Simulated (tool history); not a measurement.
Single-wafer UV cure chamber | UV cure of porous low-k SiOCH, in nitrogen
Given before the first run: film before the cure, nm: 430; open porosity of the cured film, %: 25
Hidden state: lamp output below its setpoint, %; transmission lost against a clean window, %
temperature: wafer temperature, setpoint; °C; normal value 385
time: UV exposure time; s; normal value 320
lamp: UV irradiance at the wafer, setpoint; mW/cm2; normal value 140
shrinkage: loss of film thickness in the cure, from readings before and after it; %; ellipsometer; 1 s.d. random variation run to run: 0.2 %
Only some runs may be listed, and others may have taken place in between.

run	hour	temperature	time	lamp	wafers since the last listed run	hours since the UV bulbs were replaced	wafers since the quartz window was cleaned	shrinkage
1	0.0	401	320	140	0	981.1	782	15.375
2	30.1	401	320	140	166	1011.2	948	15.467
3	79.6	385	320	140	273	1060.7	1222	15.021
4	147.9	385	225	170	377	1129.0	1600	13.949
5	190.6	385	225	170	236	1171.7	1836	14.555
6	216.5	385	225	170	143	1197.6	1979	14.595
7	271.1	385	320	140	302	1252.2	2281	15.294
8	331.6	385	320	140	334	1312.7	2616	15.199
9	379.7	385	320	140	266	1360.8	2882	14.916
10	447.3	385	320	140	373	1428.4	3256	14.811
11	508.7	385	320	140	339	1489.8	3596	14.794
# hour 550.0: quartz window cleaned
12	564.2	385	320	140	262	1545.3	78	14.802
13	629.1	385	320	140	359	1610.2	437	14.956
14	697.3	385	170	140	377	1678.4	814	11.496
15	760.4	385	170	140	349	1741.5	1163	11.636
16	793.4	385	320	140	182	1774.5	1346	14.920
17	1009.3	385	320	140	1194	1990.4	2540	14.835
18	1166.7	385	320	140	870	2147.8	3411	14.596
19	1202.1	398	480	125	195	2183.2	3607	16.482
20	1243.9	385	210	140	231	2225.0	3838	12.061
# hour 1268.6: quartz window cleaned
21	1294.5	394	420	101	235	2275.6	143	14.437
22	1328.4	372	490	140	187	2309.5	330	16.370
23	1388.2	365	130	118	330	2369.3	661	8.585
24	1416.9	377	410	103	158	2398.0	820	13.798
# hour 1440.3: UV bulbs replaced
25	1486.5	385	320	140	340	46.2	1161	15.889
26	1524.5	393	195	104	210	84.2	1371	11.993
27	1577.8	385	320	140	294	137.5	1666	15.749
28	1625.9	404	415	140	266	185.6	1932	17.800
29	1757.3	385	320	140	726	317.0	2659	15.874
30	1809.2	385	240	140	287	368.9	2946	13.979
31	1836.2	385	240	140	149	395.9	3095	14.373
32	1888.6	397	200	153	289	448.3	3385	13.884
33	1932.3	394	320	140	241	492.0	3627	15.875
# hour 1957.0: quartz window cleaned
34	1965.4	374	485	153	138	525.1	46	17.968

Some steps in shrinkage between neighbouring runs. How much of each would the tool show without its hidden state too (settings, what came in, random variation), and how much is left for the hidden state, with any gauge scatter that isn't in both results?
Run 19 -> 20: temperature 398 -> 385, time 480 -> 210, lamp 125 -> 140. shrinkage -4.421 %: hidden state +0.106, all else -4.527.
Run 22 -> 23: temperature 372 -> 365, time 490 -> 130, lamp 140 -> 118. shrinkage -7.785 %: hidden state +0.185, all else -7.970.
Run 23 -> 24: temperature 365 -> 377, time 130 -> 410, lamp 118 -> 103. shrinkage +5.213 %: hidden state -0.194, all else +5.407.
Run 24 -> 25: temperature 377 -> 385, time 410 -> 320, lamp 103 -> 140, UV bulbs replaced. shrinkage +2.091 %: hidden state +1.562, all else +0.529.
